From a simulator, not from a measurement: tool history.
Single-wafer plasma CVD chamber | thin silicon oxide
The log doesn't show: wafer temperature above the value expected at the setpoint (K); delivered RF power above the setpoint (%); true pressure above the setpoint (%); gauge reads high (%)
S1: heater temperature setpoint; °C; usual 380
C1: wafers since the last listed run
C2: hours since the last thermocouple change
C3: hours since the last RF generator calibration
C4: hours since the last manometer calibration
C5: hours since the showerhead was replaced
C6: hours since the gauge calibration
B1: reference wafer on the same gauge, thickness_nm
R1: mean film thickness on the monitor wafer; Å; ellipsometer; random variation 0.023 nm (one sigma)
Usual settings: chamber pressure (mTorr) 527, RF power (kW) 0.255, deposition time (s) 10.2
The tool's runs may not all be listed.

run 1 day=0.000 | S1=377 chamber_pressure_(mTorr)=527 RF_power_(kW)=0.215 deposition_time_(s)=10.2 | C1=0 C2=2071.0 C3=44.2 C4=1962.5 C5=54.9 C6=249.9 | B1=10.506 | R1=97.75
run 2 day=0.617 | S1=380 chamber_pressure_(mTorr)=527 RF_power_(kW)=0.255 deposition_time_(s)=10.2 | C1=262 C2=2085.8 C3=59.0 C4=1977.3 C5=69.7 C6=264.7 | B1=10.498 | R1=108.35
run 3 day=1.983 | S1=380 chamber_pressure_(mTorr)=527 RF_power_(kW)=0.255 deposition_time_(s)=10.2 | C1=582 C2=2118.6 C3=91.8 C4=2010.1 C5=102.5 C6=297.5 | B1=10.500 | R1=108.74
run 4 day=3.067 | S1=386 chamber_pressure_(mTorr)=527 RF_power_(kW)=0.275 deposition_time_(s)=10.2 | C1=461 C2=2144.6 C3=117.8 C4=2036.1 C5=128.5 C6=323.5 | B1=10.499 | R1=112.81
run 5 day=3.900 | S1=380 chamber_pressure_(mTorr)=575 RF_power_(kW)=0.255 deposition_time_(s)=10.2 | C1=355 C2=2164.6 C3=137.8 C4=2056.1 C5=148.5 C6=343.5 | B1=10.503 | R1=118.64
run 6 day=4.883 | S1=392 chamber_pressure_(mTorr)=527 RF_power_(kW)=0.255 deposition_time_(s)=10.2 | C1=419 C2=2188.2 C3=161.4 C4=2079.7 C5=172.1 C6=367.1 | B1=10.500 | R1=107.82
run 7 day=5.792 | S1=370 chamber_pressure_(mTorr)=582 RF_power_(kW)=0.210 deposition_time_(s)=10.9 | C1=387 C2=2210.0 C3=183.2 C4=2101.5 C5=193.9 C6=388.9 | B1=10.500 | R1=113.41
run 8 day=7.208 | S1=380 chamber_pressure_(mTorr)=527 RF_power_(kW)=0.305 deposition_time_(s)=11.9 | C1=603 C2=2244.0 C3=217.2 C4=2135.5 C5=227.9 C6=422.9 | B1=10.502 | R1=139.24
-- day=7.733 capacitance manometer re-zeroed and calibrated
run 9 day=8.167 | S1=393 chamber_pressure_(mTorr)=399 RF_power_(kW)=0.215 deposition_time_(s)=8.8 | C1=266 C2=2267.0 C3=240.2 C4=10.4 C5=250.9 C6=445.9 | B1=10.500 | R1=64.27
run 10 day=9.533 | S1=380 chamber_pressure_(mTorr)=466 RF_power_(kW)=0.230 deposition_time_(s)=8.6 | C1=582 C2=2299.8 C3=273.0 C4=43.2 C5=283.7 C6=478.7 | B1=10.502 | R1=77.75
run 11 day=10.208 | S1=380 chamber_pressure_(mTorr)=527 RF_power_(kW)=0.255 deposition_time_(s)=10.2 | C1=287 C2=2316.0 C3=289.2 C4=59.4 C5=299.9 C6=494.9 | B1=10.500 | R1=111.23
run 12 day=11.317 | S1=369 chamber_pressure_(mTorr)=573 RF_power_(kW)=0.235 deposition_time_(s)=9.1 | C1=472 C2=2342.6 C3=315.8 C4=86.0 C5=326.5 C6=521.5 | B1=10.499 | R1=103.30
run 13 day=12.425 | S1=380 chamber_pressure_(mTorr)=527 RF_power_(kW)=0.305 deposition_time_(s)=9.0 | C1=472 C2=2369.2 C3=342.4 C4=112.6 C5=353.1 C6=548.1 | B1=10.501 | R1=107.95
run 14 day=13.871 | S1=380 chamber_pressure_(mTorr)=527 RF_power_(kW)=0.305 deposition_time_(s)=10.2 | C1=616 C2=2403.9 C3=377.1 C4=147.3 C5=387.8 C6=582.8 | B1=10.497 | R1=122.31
run 15 day=14.425 | S1=384 chamber_pressure_(mTorr)=617 RF_power_(kW)=0.255 deposition_time_(s)=11.2 | C1=236 C2=2417.2 C3=390.4 C4=160.6 C5=401.1 C6=596.1 | B1=10.497 | R1=141.85
run 16 day=15.346 | S1=380 chamber_pressure_(mTorr)=628 RF_power_(kW)=0.255 deposition_time_(s)=10.2 | C1=392 C2=2439.3 C3=412.5 C4=182.7 C5=423.2 C6=618.2 | B1=10.498 | R1=131.53
run 17 day=15.996 | S1=380 chamber_pressure_(mTorr)=572 RF_power_(kW)=0.255 deposition_time_(s)=10.2 | C1=276 C2=2454.9 C3=428.1 C4=198.3 C5=438.8 C6=633.8 | B1=10.501 | R1=120.55
run 18 day=16.579 | S1=368 chamber_pressure_(mTorr)=435 RF_power_(kW)=0.255 deposition_time_(s)=9.6 | C1=248 C2=2468.9 C3=442.1 C4=212.3 C5=452.8 C6=647.8 | B1=10.499 | R1=86.65
-- day=17.425 thermocouple changed; heater temperature recalibrated
run 19 day=17.846 | S1=380 chamber_pressure_(mTorr)=527 RF_power_(kW)=0.255 deposition_time_(s)=10.2 | C1=397 C2=10.1 C3=472.5 C4=242.7 C5=483.2 C6=678.2 | B1=10.498 | R1=110.87
-- day=18.379 gauge calibrated
run 20 day=18.696 | S1=373 chamber_pressure_(mTorr)=446 RF_power_(kW)=0.255 deposition_time_(s)=10.2 | C1=362 C2=30.5 C3=492.9 C4=263.1 C5=503.6 C6=7.6 | B1=10.498 | R1=94.16
run 21 day=19.879 | S1=380 chamber_pressure_(mTorr)=527 RF_power_(kW)=0.255 deposition_time_(s)=10.2 | C1=504 C2=58.9 C3=521.3 C4=291.5 C5=532.0 C6=36.0 | B1=10.506 | R1=110.86
run 22 day=21.112 | S1=380 chamber_pressure_(mTorr)=527 RF_power_(kW)=0.255 deposition_time_(s)=10.2 | C1=525 C2=88.5 C3=550.9 C4=321.1 C5=561.6 C6=65.6 | B1=10.503 | R1=110.92
run 23 day=21.996 | S1=380 chamber_pressure_(mTorr)=527 RF_power_(kW)=0.255 deposition_time_(s)=10.2 | C1=376 C2=109.7 C3=572.1 C4=342.3 C5=582.8 C6=86.8 | B1=10.496 | R1=111.39
run 24 day=23.071 | S1=373 chamber_pressure_(mTorr)=491 RF_power_(kW)=0.295 deposition_time_(s)=11.1 | C1=458 C2=135.5 C3=597.9 C4=368.1 C5=608.6 C6=112.6 | B1=10.499 | R1=122.10
run 25 day=25.229 | S1=380 chamber_pressure_(mTorr)=527 RF_power_(kW)=0.255 deposition_time_(s)=10.2 | C1=919 C2=187.3 C3=649.7 C4=419.9 C5=660.4 C6=164.4 | B1=10.497 | R1=110.94
run 26 day=25.792 | S1=370 chamber_pressure_(mTorr)=582 RF_power_(kW)=0.210 deposition_time_(s)=10.9 | C1=239 C2=200.8 C3=663.2 C4=433.4 C5=673.9 C6=177.9 | B1=10.500 | R1=116.27
run 27 day=27.238 | S1=380 chamber_pressure_(mTorr)=527 RF_power_(kW)=0.205 deposition_time_(s)=10.2 | C1=616 C2=235.5 C3=697.9 C4=468.1 C5=708.6 C6=212.6 | B1=10.502 | R1=96.17
run 28 day=28.367 | S1=380 chamber_pressure_(mTorr)=527 RF_power_(kW)=0.255 deposition_time_(s)=10.2 | C1=481 C2=262.6 C3=725.0 C4=495.2 C5=735.7 C6=239.7 | B1=10.500 | R1=110.42

5 ways to go on from here, each from the tool as it stands after run 28. What would each give?
run A day=28.383 | S1=384 chamber_pressure_(mTorr)=527 RF_power_(kW)=0.255 deposition_time_(s)=10.2 | C1=7 C2=263.0 C3=725.4 C4=495.6 C5=736.1 C6=240.1 | B1=? | R1=?
run B day=28.383 | S1=380 chamber_pressure_(mTorr)=463 RF_power_(kW)=0.290 deposition_time_(s)=8.4 | C1=7 C2=263.0 C3=725.4 C4=495.6 C5=736.1 C6=240.1 | B1=? | R1=?
run C day=28.383 | S1=380 chamber_pressure_(mTorr)=527 RF_power_(kW)=0.295 deposition_time_(s)=8.6 | C1=7 C2=263.0 C3=725.4 C4=495.6 C5=736.1 C6=240.1 | B1=? | R1=?
run D day=28.383 | S1=390 chamber_pressure_(mTorr)=527 RF_power_(kW)=0.255 deposition_time_(s)=10.2 | C1=7 C2=263.0 C3=725.4 C4=495.6 C5=736.1 C6=240.1 | B1=? | R1=?
run E day=28.383 | S1=369 chamber_pressure_(mTorr)=439 RF_power_(kW)=0.255 deposition_time_(s)=8.5 | C1=7 C2=263.0 C3=725.4 C4=495.6 C5=736.1 C6=240.1 | B1=? | R1=?

run=A B1=10.503 R1=110.64
run=B B1=10.503 R1=86.36
run=C B1=10.503 R1=101.35
run=D B1=10.503 R1=110.19
run=E B1=10.503 R1=77.54
Without the tool's hidden state the same runs would have given:
run=A R1=111.23
run=B R1=86.84
run=C R1=101.89
run=D R1=110.79
run=E R1=77.99

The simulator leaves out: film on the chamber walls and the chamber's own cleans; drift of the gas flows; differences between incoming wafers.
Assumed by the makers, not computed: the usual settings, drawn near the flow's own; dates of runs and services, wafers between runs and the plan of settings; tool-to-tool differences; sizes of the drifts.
